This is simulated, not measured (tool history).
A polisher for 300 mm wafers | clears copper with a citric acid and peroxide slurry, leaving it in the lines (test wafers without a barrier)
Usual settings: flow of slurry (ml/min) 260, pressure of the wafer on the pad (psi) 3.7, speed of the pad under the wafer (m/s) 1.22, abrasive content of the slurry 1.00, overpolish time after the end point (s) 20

| run | hour | flow of slurry (ml/min) | pressure of the wafer on the pad (psi) | speed of the pad under the wafer (m/s) | abrasive content of the slurry | overpolish time after the end point (s) | wafers since the last listed run | wafers polished on this pad | hours since the slurry nozzle was cleaned | hours since the head pressure was calibrated | hours since the slurry blender was calibrated | incoming thickness of the incoming film, nm | time until the end point was called (s) | dishing of a wide line in a test structure (nm) |
|---|---|---|---|---|---|---|---|---|---|---|---|---|---|---|
| 1 | 0.0 | 260 | 3.7 | 1.22 | 1.00 | 20 | 0 | 628 | 143.1 | 377.9 | 167.2 | 310.2 | 89.7 | 45.2 |
| 2 | 24.7 | 205 | 3.7 | 1.22 | 1.00 | 20 | 218 | 846 | 167.8 | 402.6 | 191.9 | 315.4 | 95.8 | 42.9 |
| 3 | 38.1 | 260 | 3.7 | 1.22 | 1.00 | 20 | 118 | 965 | 181.2 | 416.0 | 205.3 | 316.6 | 93.2 | 45.0 |
|  | 51.9 | worn pad replaced by a new one |
| 4 | 62.4 | 260 | 3.7 | 1.22 | 1.00 | 20 | 179 | 92 | 205.5 | 440.3 | 229.6 | 318.4 | 90.0 | 46.7 |
| 5 | 75.1 | 260 | 3.7 | 1.36 | 1.00 | 20 | 112 | 205 | 218.2 | 453.0 | 242.3 | 316.9 | 80.2 | 52.0 |
| 6 | 130.7 | 260 | 3.7 | 1.36 | 1.00 | 20 | 492 | 697 | 273.8 | 508.6 | 297.9 | 313.5 | 84.7 | 48.7 |
| 7 | 152.1 | 260 | 3.7 | 1.36 | 1.00 | 20 | 189 | 887 | 295.2 | 530.0 | 319.3 | 316.5 | 86.6 | 46.5 |
|  | 172.4 | worn pad replaced by a new one |
| 8 | 172.9 | 260 | 3.7 | 1.22 | 1.00 | 20 | 148 | 4 | 316.0 | 550.8 | 340.1 | 315.5 | 87.8 | 47.5 |
| 9 | 194.1 | 260 | 3.7 | 1.22 | 1.00 | 20 | 187 | 191 | 337.2 | 572.0 | 361.3 | 313.0 | 93.2 | 44.6 |
| 10 | 212.6 | 260 | 3.7 | 1.22 | 1.00 | 20 | 163 | 355 | 355.7 | 590.5 | 379.8 | 310.1 | 94.4 | 43.6 |
| 11 | 228.0 | 260 | 3.7 | 1.22 | 1.00 | 20 | 136 | 492 | 371.1 | 605.9 | 395.2 | 318.8 | 98.8 | 43.7 |
| 12 | 244.7 | 260 | 3.7 | 1.22 | 1.00 | 20 | 147 | 639 | 387.8 | 622.6 | 411.9 | 313.1 | 100.6 | 41.2 |
| 13 | 259.5 | 260 | 3.7 | 1.22 | 1.00 | 20 | 131 | 771 | 402.6 | 637.4 | 426.7 | 308.8 | 97.0 | 42.3 |
|  | 268.9 | slurry blender recalibrated |
| 14 | 285.1 | 260 | 3.7 | 1.22 | 1.00 | 20 | 208 | 980 | 428.2 | 663.0 | 16.2 | 309.7 | 93.4 | 44.5 |
|  | 310.9 | worn pad replaced by a new one |
| 15 | 315.3 | 260 | 3.7 | 1.22 | 1.10 | 20 | 231 | 38 | 458.4 | 693.2 | 46.4 | 317.6 | 83.8 | 49.4 |
|  | 342.6 | slurry nozzle cleaned |
| 16 | 344.6 | 260 | 3.7 | 1.34 | 1.00 | 20 | 250 | 289 | 2.0 | 722.5 | 75.7 | 315.5 | 80.3 | 51.1 |
| 17 | 374.1 | 330 | 2.4 | 1.60 | 1.00 | 29 | 261 | 550 | 31.5 | 752.0 | 105.2 | 313.2 | 108.0 | 52.9 |
| 18 | 399.8 | 260 | 4.1 | 1.22 | 1.20 | 28 | 227 | 778 | 57.2 | 777.7 | 130.9 | 316.9 | 80.9 | 63.5 |
| 19 | 427.4 | 260 | 3.7 | 1.10 | 0.75 | 20 | 244 | 1022 | 84.8 | 805.3 | 158.5 | 312.1 | 110.1 | 39.5 |
|  | 435.4 | worn pad replaced by a new one |
|  | 453.2 | head pressure recalibrated |
| 20 | 455.3 | 260 | 3.7 | 1.48 | 1.20 | 17 | 193 | 158 | 112.7 | 2.1 | 186.4 | 317.2 | 70.9 | 49.8 |
| 21 | 474.8 | 260 | 3.7 | 1.22 | 1.00 | 20 | 172 | 330 | 132.2 | 21.6 | 205.9 | 313.6 | 92.6 | 46.1 |
| 22 | 492.8 | 175 | 3.7 | 1.22 | 1.10 | 20 | 159 | 490 | 150.2 | 39.6 | 223.9 | 312.6 | 93.9 | 43.0 |
| 23 | 528.2 | 260 | 3.7 | 1.22 | 1.00 | 20 | 313 | 803 | 185.6 | 75.0 | 259.3 | 316.2 | 96.3 | 43.7 |
| 24 | 554.1 | 285 | 4.2 | 1.22 | 0.80 | 26 | 229 | 1032 | 211.5 | 100.9 | 285.2 | 312.4 | 90.9 | 58.3 |
|  | 563.8 | worn pad replaced by a new one |
| 25 | 580.0 | 260 | 3.7 | 1.22 | 1.00 | 20 | 193 | 143 | 237.4 | 126.8 | 311.1 | 311.5 | 89.5 | 45.2 |
| 26 | 610.3 | 260 | 3.7 | 1.22 | 1.00 | 20 | 268 | 412 | 267.7 | 157.1 | 341.4 | 314.8 | 92.7 | 46.2 |
| 27 | 625.1 | 260 | 3.7 | 1.22 | 1.00 | 20 | 131 | 543 | 282.5 | 171.9 | 356.2 | 319.5 | 97.0 | 43.7 |

5 ways to go on from here, each from the tool as it stands after run 27. What would each give?
| A | 625.6 | 260 | 3.7 | 1.22 | 1.00 | 20 | 4 | 547 | 283.0 | 172.4 | 356.7 | 314.7 | ? | ? |
| B | 625.6 | 175 | 3.7 | 1.22 | 1.00 | 30 | 4 | 547 | 283.0 | 172.4 | 356.7 | 314.7 | ? | ? |
| C | 625.6 | 260 | 3.7 | 1.60 | 1.00 | 26 | 4 | 547 | 283.0 | 172.4 | 356.7 | 314.7 | ? | ? |
| D | 625.6 | 260 | 3.7 | 1.22 | 1.15 | 20 | 4 | 547 | 283.0 | 172.4 | 356.7 | 314.7 | ? | ? |
| E | 625.6 | 260 | 3.7 | 1.22 | 1.20 | 12 | 4 | 547 | 283.0 | 172.4 | 356.7 | 314.7 | ? | ? |

| run | time until the end point was called (s) | dishing of a wide line in a test structure (nm) |
|---|---|---|
| A | 94.3 | 44.0 |
| B | 98.2 | 58.8 |
| C | 72.2 | 66.4 |
| D | 91.8 | 45.0 |
| E | 91.0 | 29.2 |
Without the tool's hidden state the same runs would have given:
| run | time until the end point was called (s) | dishing of a wide line in a test structure (nm) |
|---|---|---|
| A | 80.1 | 50.2 |
| B | 83.4 | 66.4 |
| C | 61.3 | 74.4 |
| D | 77.9 | 51.4 |
| E | 77.2 | 33.8 |
